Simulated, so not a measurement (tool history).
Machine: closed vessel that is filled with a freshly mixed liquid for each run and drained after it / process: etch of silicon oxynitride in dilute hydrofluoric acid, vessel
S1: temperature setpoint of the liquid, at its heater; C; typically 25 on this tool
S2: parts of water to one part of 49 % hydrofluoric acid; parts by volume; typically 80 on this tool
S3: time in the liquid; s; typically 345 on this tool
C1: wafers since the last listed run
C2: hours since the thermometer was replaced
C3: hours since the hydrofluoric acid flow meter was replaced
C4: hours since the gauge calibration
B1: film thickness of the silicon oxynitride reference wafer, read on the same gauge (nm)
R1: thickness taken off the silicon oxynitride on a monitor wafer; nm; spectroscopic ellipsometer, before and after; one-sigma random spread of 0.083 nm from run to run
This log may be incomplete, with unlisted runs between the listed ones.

run,hour,S1,S2,S3,C1,C2,C3,C4,B1,R1
1,0,25,65,345,0,1630,653,1000.2,140.01,11.68
2,32.7,25,80,345,3517,1662.7,685.7,1032.9,139.99,9.38
3,52,25,80,345,2076,1682,705,1052.2,139.98,9.38
4,78.6,25,80,345,2861,1708.6,731.6,1078.8,140.02,9.42
5,97.8,25,80,345,2065,1727.8,750.8,1098,140,9.51
6,133.1,25,80,345,3797,1763.1,786.1,1133.3,139.99,9.43
7,150.7,25,80,345,1893,1780.7,803.7,1150.9,140.01,9.52
8,186.4,25,80,345,3840,1816.4,839.4,1186.6,140.03,9.38
# hour 198.6: hydrofluoric acid flow meter replaced
9,213.5,25,80,345,2807,1843.5,14.9,1213.7,139.98,9.55
10,239.1,23,80,345,2754,1869.1,40.5,1239.3,140,8.47
# hour 245.6: gauge calibrated
11,259,25,110,345,2140,1889,60.4,13.4,139.98,6.67
12,272.9,25,80,345,1495,1902.9,74.3,27.3,140.03,9.57
13,286.5,25,60,175,1463,1916.5,87.9,40.9,139.99,6.5
14,322.1,28,80,490,3829,1952.1,123.5,76.5,139.99,15.57
15,336.7,25,115,345,1570,1966.7,138.1,91.1,139.99,6.33
16,371.2,25,80,345,3711,2001.2,172.6,125.6,139.99,9.75

Run 17 comes next. What will it give?
17,399.2,25,80,510,3012,2029.2,200.6,153.6,?,?

For run 17 the tool returned B1 140.01, R1 14.32 nm.
With no hidden state in the tool, this same run would have given R1 13.31 nm.

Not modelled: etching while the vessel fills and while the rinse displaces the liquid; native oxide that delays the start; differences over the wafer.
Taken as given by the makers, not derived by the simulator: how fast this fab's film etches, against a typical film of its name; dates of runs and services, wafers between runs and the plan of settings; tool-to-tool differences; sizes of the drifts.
